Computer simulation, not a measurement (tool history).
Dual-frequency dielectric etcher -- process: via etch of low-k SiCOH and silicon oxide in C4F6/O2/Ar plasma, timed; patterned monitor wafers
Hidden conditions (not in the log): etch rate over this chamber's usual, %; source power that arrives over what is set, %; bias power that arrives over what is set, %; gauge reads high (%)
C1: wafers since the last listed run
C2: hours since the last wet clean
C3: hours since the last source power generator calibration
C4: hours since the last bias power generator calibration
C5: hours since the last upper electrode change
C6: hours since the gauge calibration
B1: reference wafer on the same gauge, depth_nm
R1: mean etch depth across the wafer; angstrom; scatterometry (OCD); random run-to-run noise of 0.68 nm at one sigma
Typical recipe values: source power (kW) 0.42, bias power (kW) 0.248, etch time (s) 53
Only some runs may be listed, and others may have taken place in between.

run 1 day=0 | source_power_(kW)=0.42 bias_power_(kW)=0.248 etch_time_(s)=53 | C1=0 C2=123.1 C3=1965.9 C4=3973 C5=3667.2 C6=1055.3 | B1=130 | R1=1464
run 2 day=3.908 | source_power_(kW)=0.42 bias_power_(kW)=0.248 etch_time_(s)=53 | C1=1109 C2=216.9 C3=2059.7 C4=4066.8 C5=3761 C6=1149.1 | B1=130.1 | R1=1471
run 3 day=6.442 | source_power_(kW)=0.42 bias_power_(kW)=0.248 etch_time_(s)=53 | C1=719 C2=277.7 C3=2120.5 C4=4127.6 C5=3821.8 C6=1209.9 | B1=130 | R1=1452
run 4 day=8.071 | source_power_(kW)=0.42 bias_power_(kW)=0.248 etch_time_(s)=53 | C1=462 C2=316.8 C3=2159.6 C4=4166.7 C5=3860.9 C6=1249 | B1=130.1 | R1=1456
run 5 day=11.05 | source_power_(kW)=0.42 bias_power_(kW)=0.248 etch_time_(s)=53 | C1=846 C2=388.3 C3=2231.1 C4=4238.2 C5=3932.4 C6=1320.5 | B1=130.1 | R1=1456
run 6 day=12.642 | source_power_(kW)=0.42 bias_power_(kW)=0.248 etch_time_(s)=53 | C1=452 C2=426.5 C3=2269.3 C4=4276.4 C5=3970.6 C6=1358.7 | B1=130 | R1=1459
-- day=14.138 wet clean of the chamber
run 7 day=15.475 | source_power_(kW)=0.42 bias_power_(kW)=0.248 etch_time_(s)=53 | C1=520 C2=32.1 C3=2337.3 C4=4344.4 C5=4038.6 C6=1426.7 | B1=129.9 | R1=1463
run 8 day=17.638 | source_power_(kW)=0.42 bias_power_(kW)=0.248 etch_time_(s)=53 | C1=614 C2=84 C3=2389.2 C4=4396.3 C5=4090.5 C6=1478.6 | B1=129.8 | R1=1447
-- day=19.325 source power generator calibrated
run 9 day=26.179 | source_power_(kW)=0.42 bias_power_(kW)=0.248 etch_time_(s)=53 | C1=2378 C2=289 C3=164.5 C4=4601.3 C5=4295.5 C6=1683.6 | B1=130.2 | R1=1479
run 10 day=28.438 | source_power_(kW)=0.36 bias_power_(kW)=0.248 etch_time_(s)=53 | C1=641 C2=343.2 C3=218.7 C4=4655.5 C5=4349.7 C6=1737.8 | B1=130.2 | R1=1420
-- day=29.304 gauge calibrated
run 11 day=32.392 | source_power_(kW)=0.37 bias_power_(kW)=0.248 etch_time_(s)=53 | C1=1122 C2=438.1 C3=313.6 C4=4750.4 C5=4444.6 C6=74.1 | B1=130.1 | R1=1427
run 12 day=36.342 | source_power_(kW)=0.35 bias_power_(kW)=0.281 etch_time_(s)=58 | C1=1121 C2=532.9 C3=408.4 C4=4845.2 C5=4539.4 C6=168.9 | B1=130 | R1=1572
-- day=37.933 bias power generator calibrated
-- day=38.971 upper electrode replaced, of another model than before
-- day=39.238 wet clean of the chamber
run 13 day=39.258 | source_power_(kW)=0.45 bias_power_(kW)=0.248 etch_time_(s)=68.5 | C1=420 C2=0.5 C3=478.4 C4=31.8 C5=6.9 C6=238.9 | B1=129.8 | R1=1965
run 14 day=42.142 | source_power_(kW)=0.49 bias_power_(kW)=0.213 etch_time_(s)=53 | C1=818 C2=69.7 C3=547.6 C4=101 C5=76.1 C6=308.1 | B1=129.8 | R1=1545
run 15 day=43.975 | source_power_(kW)=0.49 bias_power_(kW)=0.248 etch_time_(s)=63.5 | C1=520 C2=113.7 C3=591.6 C4=145 C5=120.1 C6=352.1 | B1=130.4 | R1=1900
run 16 day=45.988 | source_power_(kW)=0.33 bias_power_(kW)=0.2 etch_time_(s)=46.5 | C1=571 C2=162 C3=639.9 C4=193.3 C5=168.4 C6=400.4 | B1=130 | R1=1095
run 17 day=50.112 | source_power_(kW)=0.42 bias_power_(kW)=0.248 etch_time_(s)=53 | C1=1171 C2=261 C3=738.9 C4=292.3 C5=267.4 C6=499.4 | B1=129.9 | R1=1471
run 18 day=52.088 | source_power_(kW)=0.51 bias_power_(kW)=0.212 etch_time_(s)=39.5 | C1=560 C2=308.4 C3=786.3 C4=339.7 C5=314.8 C6=546.8 | B1=129.8 | R1=1182
run 19 day=54.525 | source_power_(kW)=0.42 bias_power_(kW)=0.248 etch_time_(s)=53 | C1=692 C2=366.9 C3=844.8 C4=398.2 C5=373.3 C6=605.3 | B1=130 | R1=1477
run 20 day=56.479 | source_power_(kW)=0.34 bias_power_(kW)=0.248 etch_time_(s)=44.5 | C1=554 C2=413.8 C3=891.7 C4=445.1 C5=420.2 C6=652.2 | B1=130 | R1=1113
run 21 day=58.192 | source_power_(kW)=0.49 bias_power_(kW)=0.223 etch_time_(s)=53 | C1=486 C2=454.9 C3=932.8 C4=486.2 C5=461.3 C6=693.3 | B1=130 | R1=1558
-- day=61.358 wet clean of the chamber
run 22 day=65.8 | source_power_(kW)=0.39 bias_power_(kW)=0.248 etch_time_(s)=53 | C1=1876 C2=106.6 C3=1115.4 C4=668.8 C5=643.9 C6=875.9 | B1=129.9 | R1=1428
run 23 day=77.696 | source_power_(kW)=0.38 bias_power_(kW)=0.309 etch_time_(s)=47.5 | C1=3378 C2=392.1 C3=1400.9 C4=954.3 C5=929.4 C6=1161.4 | B1=129.9 | R1=1296
run 24 day=80.896 | source_power_(kW)=0.42 bias_power_(kW)=0.204 etch_time_(s)=53 | C1=908 C2=468.9 C3=1477.7 C4=1031.1 C5=1006.2 C6=1238.2 | B1=130.3 | R1=1420
-- day=84.133 wet clean of the chamber
run 25 day=84.688 | source_power_(kW)=0.49 bias_power_(kW)=0.2 etch_time_(s)=58 | C1=792 C2=13.3 C3=1568.7 C4=1122.1 C5=1097.2 C6=1329.2 | B1=130 | R1=1663
run 26 day=89.096 | source_power_(kW)=0.42 bias_power_(kW)=0.275 etch_time_(s)=37.5 | C1=1251 C2=119.1 C3=1674.5 C4=1227.9 C5=1203 C6=1435 | B1=130 | R1=1054
run 27 day=91.546 | source_power_(kW)=0.49 bias_power_(kW)=0.2 etch_time_(s)=58 | C1=695 C2=177.9 C3=1733.3 C4=1286.7 C5=1261.8 C6=1493.8 | B1=129.8 | R1=1664
run 28 day=95.596 | source_power_(kW)=0.42 bias_power_(kW)=0.248 etch_time_(s)=53 | C1=1150 C2=275.1 C3=1830.5 C4=1383.9 C5=1359 C6=1591 | B1=130.2 | R1=1452

Each row is a separate what-if for the run after 28, all from the same tool condition, not one after another. Results?
run A day=95.612 | source_power_(kW)=0.45 bias_power_(kW)=0.248 etch_time_(s)=53 | C1=4 C2=275.5 C3=1830.9 C4=1384.3 C5=1359.4 C6=1591.4 | B1=? | R1=?
run B day=95.612 | source_power_(kW)=0.33 bias_power_(kW)=0.248 etch_time_(s)=53 | C1=4 C2=275.5 C3=1830.9 C4=1384.3 C5=1359.4 C6=1591.4 | B1=? | R1=?
run C day=95.612 | source_power_(kW)=0.46 bias_power_(kW)=0.248 etch_time_(s)=53 | C1=4 C2=275.5 C3=1830.9 C4=1384.3 C5=1359.4 C6=1591.4 | B1=? | R1=?
run D day=95.612 | source_power_(kW)=0.46 bias_power_(kW)=0.248 etch_time_(s)=37.5 | C1=4 C2=275.5 C3=1830.9 C4=1384.3 C5=1359.4 C6=1591.4 | B1=? | R1=?
run E day=95.612 | source_power_(kW)=0.42 bias_power_(kW)=0.248 etch_time_(s)=63 | C1=4 C2=275.5 C3=1830.9 C4=1384.3 C5=1359.4 C6=1591.4 | B1=? | R1=?

run=A B1=129.9 R1=1504
run=B B1=129.9 R1=1279
run=C B1=129.9 R1=1521
run=D B1=129.9 R1=1076
run=E B1=129.9 R1=1727
What these runs would have given with no unlogged condition in the tool:
run=A R1=1530
run=B R1=1301
run=C R1=1547
run=D R1=1095
run=E R1=1757
